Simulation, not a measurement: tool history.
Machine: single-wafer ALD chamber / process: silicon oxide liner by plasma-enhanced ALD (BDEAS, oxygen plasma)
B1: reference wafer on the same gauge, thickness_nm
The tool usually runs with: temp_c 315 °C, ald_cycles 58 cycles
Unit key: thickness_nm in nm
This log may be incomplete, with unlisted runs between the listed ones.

run 1 hour=0 | temp_c=305 ald_cycles=58 | B1=4.991 | thickness_nm=5.559
run 2 hour=26.4 | temp_c=320 ald_cycles=53 | B1=4.992 | thickness_nm=5.003
run 3 hour=55.3 | temp_c=320 ald_cycles=53 | B1=4.99 | thickness_nm=4.984
run 4 hour=82.7 | temp_c=320 ald_cycles=53 | B1=4.987 | thickness_nm=5.007
run 5 hour=118.5 | temp_c=315 ald_cycles=58 | B1=4.99 | thickness_nm=5.521
run 6 hour=152.7 | temp_c=315 ald_cycles=58 | B1=4.986 | thickness_nm=5.512
run 7 hour=260.4 | temp_c=315 ald_cycles=65 | B1=4.984 | thickness_nm=6.165
run 8 hour=284.2 | temp_c=315 ald_cycles=58 | B1=4.99 | thickness_nm=5.523
run 9 hour=302.2 | temp_c=315 ald_cycles=58 | B1=4.99 | thickness_nm=5.504
run 10 hour=319.9 | temp_c=315 ald_cycles=58 | B1=4.996 | thickness_nm=5.514
-- hour=330.7 gauge calibrated
run 11 hour=345.1 | temp_c=315 ald_cycles=58 | B1=4.991 | thickness_nm=5.505
run 12 hour=367.1 | temp_c=315 ald_cycles=58 | B1=4.994 | thickness_nm=5.507
run 13 hour=398.5 | temp_c=315 ald_cycles=58 | B1=4.989 | thickness_nm=5.504
run 14 hour=413.2 | temp_c=315 ald_cycles=58 | B1=4.99 | thickness_nm=5.524
run 15 hour=505.3 | temp_c=315 ald_cycles=58 | B1=4.99 | thickness_nm=5.521
run 16 hour=522.3 | temp_c=315 ald_cycles=58 | B1=4.991 | thickness_nm=5.508
run 17 hour=536.3 | temp_c=315 ald_cycles=58 | B1=4.99 | thickness_nm=5.494
run 18 hour=568.6 | temp_c=315 ald_cycles=63 | B1=4.991 | thickness_nm=5.989
-- hour=603.5 thermocouple changed; heater temperature recalibrated
run 19 hour=666.5 | temp_c=323 ald_cycles=54 | B1=4.991 | thickness_nm=5.07
run 20 hour=697.9 | temp_c=315 ald_cycles=58 | B1=4.994 | thickness_nm=5.527
run 21 hour=715.1 | temp_c=311 ald_cycles=67 | B1=4.985 | thickness_nm=6.374
run 22 hour=729.2 | temp_c=322 ald_cycles=68 | B1=4.986 | thickness_nm=6.419
run 23 hour=760.3 | temp_c=315 ald_cycles=58 | B1=4.995 | thickness_nm=5.519
run 24 hour=785.3 | temp_c=306 ald_cycles=58 | B1=4.993 | thickness_nm=5.592
run 25 hour=800.7 | temp_c=315 ald_cycles=58 | B1=4.985 | thickness_nm=5.492
run 26 hour=821.2 | temp_c=319 ald_cycles=51 | B1=4.989 | thickness_nm=4.827
run 27 hour=853.8 | temp_c=315 ald_cycles=49 | B1=4.99 | thickness_nm=4.675
run 28 hour=888 | temp_c=324 ald_cycles=58 | B1=4.991 | thickness_nm=5.433
run 29 hour=908.8 | temp_c=324 ald_cycles=63 | B1=4.992 | thickness_nm=5.883
run 30 hour=928.3 | temp_c=315 ald_cycles=58 | B1=4.99 | thickness_nm=5.507
run 31 hour=1002.7 | temp_c=322 ald_cycles=53 | B1=4.99 | thickness_nm=4.971
run 32 hour=1023.6 | temp_c=315 ald_cycles=58 | B1=4.99 | thickness_nm=5.512
-- hour=1032.5 gauge calibrated
run 33 hour=1042.4 | temp_c=328 ald_cycles=67 | B1=4.991 | thickness_nm=6.268
run 34 hour=1061.6 | temp_c=307 ald_cycles=58 | B1=4.987 | thickness_nm=5.578
run 35 hour=1080 | temp_c=326 ald_cycles=54 | B1=4.989 | thickness_nm=5.081

What if the next run were any one of these 4? Each begins from the tool's condition after run 35:
run A hour=1080.5 | temp_c=315 ald_cycles=58 | B1=? | thickness_nm=?
run B hour=1080.5 | temp_c=305 ald_cycles=54 | B1=? | thickness_nm=?
run C hour=1080.5 | temp_c=322 ald_cycles=65 | B1=? | thickness_nm=?
run D hour=1080.5 | temp_c=329 ald_cycles=51 | B1=? | thickness_nm=?

run=A B1=4.991 thickness_nm=5.523
run=B B1=4.991 thickness_nm=5.209
run=C B1=4.991 thickness_nm=6.134
run=D B1=4.991 thickness_nm=4.769
Had the tool no hidden state, the same runs would have come out as:
run=A thickness_nm=5.523
run=B thickness_nm=5.209
run=C thickness_nm=6.134
run=D thickness_nm=4.769

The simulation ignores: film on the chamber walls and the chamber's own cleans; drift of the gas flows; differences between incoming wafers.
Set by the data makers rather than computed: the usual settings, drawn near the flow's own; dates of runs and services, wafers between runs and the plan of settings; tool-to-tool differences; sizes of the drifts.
